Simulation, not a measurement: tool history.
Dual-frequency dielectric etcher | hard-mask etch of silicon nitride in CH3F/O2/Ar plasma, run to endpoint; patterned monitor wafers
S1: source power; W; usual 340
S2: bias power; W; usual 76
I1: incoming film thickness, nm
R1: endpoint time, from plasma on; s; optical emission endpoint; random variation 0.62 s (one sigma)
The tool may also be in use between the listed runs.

{"run": 1, "day": 0.0, "S1": 340, "S2": 87, "I1": 52.7, "R1": 80.1}
{"run": 2, "day": 0.708, "S1": 340, "S2": 76, "I1": 52.6, "R1": 86.3}
{"run": 3, "day": 4.279, "S1": 340, "S2": 76, "I1": 52.3, "R1": 84.5}
{"run": 4, "day": 5.5, "S1": 340, "S2": 76, "I1": 52.6, "R1": 84.9}
{"run": 5, "day": 6.058, "S1": 340, "S2": 76, "I1": 52.1, "R1": 83.6}
{"run": 6, "day": 6.571, "S1": 340, "S2": 76, "I1": 52.7, "R1": 84.0}
{"run": 7, "day": 7.208, "S1": 380, "S2": 61, "I1": 53.1, "R1": 90.1}
{"run": 8, "day": 8.096, "S1": 300, "S2": 66, "I1": 52.5, "R1": 92.7}
{"run": 9, "day": 9.588, "S1": 300, "S2": 66, "I1": 52.9, "R1": 92.3}
{"run": 10, "day": 10.433, "S1": 300, "S2": 66, "I1": 52.6, "R1": 93.6}
{"run": 11, "day": 11.333, "S1": 340, "S2": 76, "I1": 52.9, "R1": 83.4}
{"run": 12, "day": 11.95, "S1": 340, "S2": 76, "I1": 52.7, "R1": 83.5}
{"day": 12.738, "done": "bias power generator calibrated"}
{"day": 13.846, "done": "wet clean of the chamber"}
{"run": 13, "day": 13.867, "S1": 340, "S2": 76, "I1": 52.6, "R1": 87.5}
{"run": 14, "day": 14.333, "S1": 340, "S2": 89, "I1": 53.0, "R1": 82.4}
{"run": 15, "day": 14.95, "S1": 400, "S2": 82, "I1": 52.6, "R1": 80.4}
{"run": 16, "day": 16.317, "S1": 400, "S2": 82, "I1": 52.4, "R1": 79.8}
{"run": 17, "day": 17.733, "S1": 400, "S2": 82, "I1": 52.1, "R1": 79.9}
{"run": 18, "day": 18.738, "S1": 340, "S2": 76, "I1": 52.6, "R1": 86.1}
{"run": 19, "day": 19.971, "S1": 300, "S2": 84, "I1": 52.4, "R1": 86.4}
{"run": 20, "day": 20.954, "S1": 270, "S2": 81, "I1": 53.2, "R1": 92.1}
{"run": 21, "day": 21.95, "S1": 370, "S2": 87, "I1": 52.7, "R1": 79.6}
{"run": 22, "day": 22.525, "S1": 340, "S2": 65, "I1": 52.9, "R1": 91.5}
{"run": 23, "day": 23.508, "S1": 410, "S2": 93, "I1": 53.0, "R1": 74.7}
{"day": 24.167, "done": "source power generator calibrated"}
{"run": 24, "day": 24.2, "S1": 340, "S2": 76, "I1": 52.7, "R1": 84.6}
{"day": 26.425, "done": "upper electrode replaced"}
{"run": 25, "day": 26.446, "S1": 270, "S2": 85, "I1": 52.4, "R1": 86.9}
{"run": 26, "day": 26.783, "S1": 340, "S2": 62, "I1": 52.8, "R1": 93.0}
{"run": 27, "day": 27.917, "S1": 340, "S2": 76, "I1": 52.5, "R1": 85.8}
{"run": 28, "day": 28.8, "S1": 340, "S2": 76, "I1": 52.8, "R1": 85.2}
{"run": 29, "day": 29.617, "S1": 270, "S2": 60, "I1": 53.5, "R1": 101.7}
{"run": 30, "day": 30.992, "S1": 340, "S2": 76, "I1": 52.9, "R1": 84.7}
{"run": 31, "day": 32.417, "S1": 420, "S2": 89, "I1": 52.7, "R1": 72.8}
{"day": 33.829, "done": "wet clean of the chamber"}
{"run": 32, "day": 33.85, "S1": 390, "S2": 62, "I1": 52.8, "R1": 91.7}
{"run": 33, "day": 35.042, "S1": 410, "S2": 89, "I1": 52.5, "R1": 77.3}
{"run": 34, "day": 35.796, "S1": 340, "S2": 76, "I1": 52.3, "R1": 86.7}

Some steps in R1 between neighbouring runs. How much of each would the tool show without its hidden state too (settings, what came in, random variation), and how much is left for the hidden state, with any gauge scatter that isn't in both results?
The hidden state here: etch rate over this chamber's usual, %; source power that arrives over what is set, %; bias power that arrives over what is set, %.
Run 12 -> 13: bias power generator calibrated, wet clean of the chamber. R1 +4.0 s: hidden state +4.8, all else -0.8.
Run 22 -> 23: S1 340 -> 410, S2 65 -> 93. R1 -16.8 s: hidden state +0.2, all else -17.0.
Run 28 -> 29: S1 340 -> 270, S2 76 -> 60. R1 +16.5 s: hidden state -0.9, all else +17.4.
Run 29 -> 30: S1 270 -> 340, S2 60 -> 76. R1 -17.0 s: hidden state +0.5, all else -17.5.
Run 31 -> 32: S1 420 -> 390, S2 89 -> 62, wet clean of the chamber. R1 +18.9 s: hidden state +3.5, all else +15.4.
